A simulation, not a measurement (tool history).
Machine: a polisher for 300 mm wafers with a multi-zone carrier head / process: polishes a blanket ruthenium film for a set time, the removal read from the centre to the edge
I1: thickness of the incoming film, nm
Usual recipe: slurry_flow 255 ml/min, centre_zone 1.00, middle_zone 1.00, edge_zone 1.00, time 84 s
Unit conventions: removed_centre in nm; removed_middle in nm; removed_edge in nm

run 1 day=0.000 | slurry_flow=255 centre_zone=1.00 middle_zone=1.00 edge_zone=1.00 time=84 | I1=485.1 | removed_centre=111.6 removed_middle=107.6 removed_edge=109.7
run 2 day=3.196 | slurry_flow=255 centre_zone=1.00 middle_zone=1.00 edge_zone=1.00 time=84 | I1=484.8 | removed_centre=111.5 removed_middle=107.9 removed_edge=108.8
-- day=5.167 worn pad replaced by a new one
run 3 day=6.571 | slurry_flow=255 centre_zone=1.00 middle_zone=1.00 edge_zone=1.00 time=84 | I1=491.9 | removed_centre=112.7 removed_middle=106.1 removed_edge=108.3
-- day=9.267 slurry nozzle cleaned
run 4 day=10.225 | slurry_flow=255 centre_zone=1.00 middle_zone=1.00 edge_zone=1.00 time=84 | I1=486.1 | removed_centre=113.2 removed_middle=107.2 removed_edge=109.3
run 5 day=11.917 | slurry_flow=255 centre_zone=1.00 middle_zone=1.00 edge_zone=1.00 time=84 | I1=495.7 | removed_centre=113.8 removed_middle=105.5 removed_edge=108.9
run 6 day=14.292 | slurry_flow=255 centre_zone=1.00 middle_zone=1.00 edge_zone=1.00 time=84 | I1=491.7 | removed_centre=111.7 removed_middle=107.2 removed_edge=109.8
-- day=17.125 worn pad replaced by a new one
run 7 day=17.146 | slurry_flow=255 centre_zone=1.00 middle_zone=1.03 edge_zone=1.00 time=84 | I1=488.4 | removed_centre=117.6 removed_middle=108.4 removed_edge=108.2
run 8 day=18.979 | slurry_flow=255 centre_zone=1.00 middle_zone=1.03 edge_zone=1.00 time=84 | I1=482.7 | removed_centre=118.8 removed_middle=110.3 removed_edge=109.4
run 9 day=23.200 | slurry_flow=255 centre_zone=1.00 middle_zone=1.00 edge_zone=1.00 time=84 | I1=487.8 | removed_centre=117.7 removed_middle=107.5 removed_edge=108.8
-- day=26.521 edge zone pressure recalibrated
run 10 day=27.229 | slurry_flow=255 centre_zone=1.00 middle_zone=0.91 edge_zone=1.00 time=84 | I1=499.0 | removed_centre=116.7 removed_middle=99.2 removed_edge=109.6
-- day=28.046 worn pad replaced by a new one
-- day=28.721 slurry nozzle cleaned
-- day=28.892 carrier head's membrane replaced by a new one
-- day=28.917 centre zone pressure recalibrated
-- day=38.929 worn pad replaced by a new one
run 11 day=39.183 | slurry_flow=205 centre_zone=0.96 middle_zone=1.04 edge_zone=1.00 time=58 | I1=494.5 | removed_centre=74.6 removed_middle=74.2 removed_edge=74.3
-- day=43.308 slurry nozzle cleaned
run 12 day=43.562 | slurry_flow=255 centre_zone=1.00 middle_zone=1.00 edge_zone=1.00 time=76 | I1=493.2 | removed_centre=103.9 removed_middle=97.6 removed_edge=99.3
run 13 day=47.138 | slurry_flow=175 centre_zone=1.00 middle_zone=1.05 edge_zone=1.00 time=84 | I1=486.5 | removed_centre=109.7 removed_middle=106.3 removed_edge=104.1
run 14 day=48.771 | slurry_flow=255 centre_zone=0.94 middle_zone=1.00 edge_zone=1.00 time=84 | I1=486.7 | removed_centre=113.3 removed_middle=109.6 removed_edge=106.9
-- day=50.404 worn pad replaced by a new one
run 15 day=51.283 | slurry_flow=255 centre_zone=1.00 middle_zone=1.00 edge_zone=1.00 time=84 | I1=489.4 | removed_centre=118.7 removed_middle=107.2 removed_edge=109.7
run 16 day=54.992 | slurry_flow=255 centre_zone=1.00 middle_zone=1.00 edge_zone=0.89 time=84 | I1=485.5 | removed_centre=116.0 removed_middle=107.4 removed_edge=104.9

How would selected steps in removed_centre from run to run divide? Give the signed amount a tool lacking its hidden state would still show from settings, what came in and random variation, and the signed amount left for the hidden state, including any gauge scatter that is not in both of the compared results.
Hidden conditions of the tool in this case: removal rate lost through wear of the pad, %; slurry flow missing at the pad, %; deviation of the centre zone's pressure from its setpoint, %; deviation of the edge zone's pressure from its setpoint, %.
Run 10 -> 11: slurry_flow 255 -> 205, centre_zone 1.00 -> 0.96, middle_zone 0.91 -> 1.04, time 84 -> 58, worn pad replaced by a new one, slurry nozzle cleaned, carrier head's membrane replaced by a new one, centre zone pressure recalibrated, worn pad replaced by a new one. removed_centre -42.1 nm: hidden state -5.1, all else -37.0.

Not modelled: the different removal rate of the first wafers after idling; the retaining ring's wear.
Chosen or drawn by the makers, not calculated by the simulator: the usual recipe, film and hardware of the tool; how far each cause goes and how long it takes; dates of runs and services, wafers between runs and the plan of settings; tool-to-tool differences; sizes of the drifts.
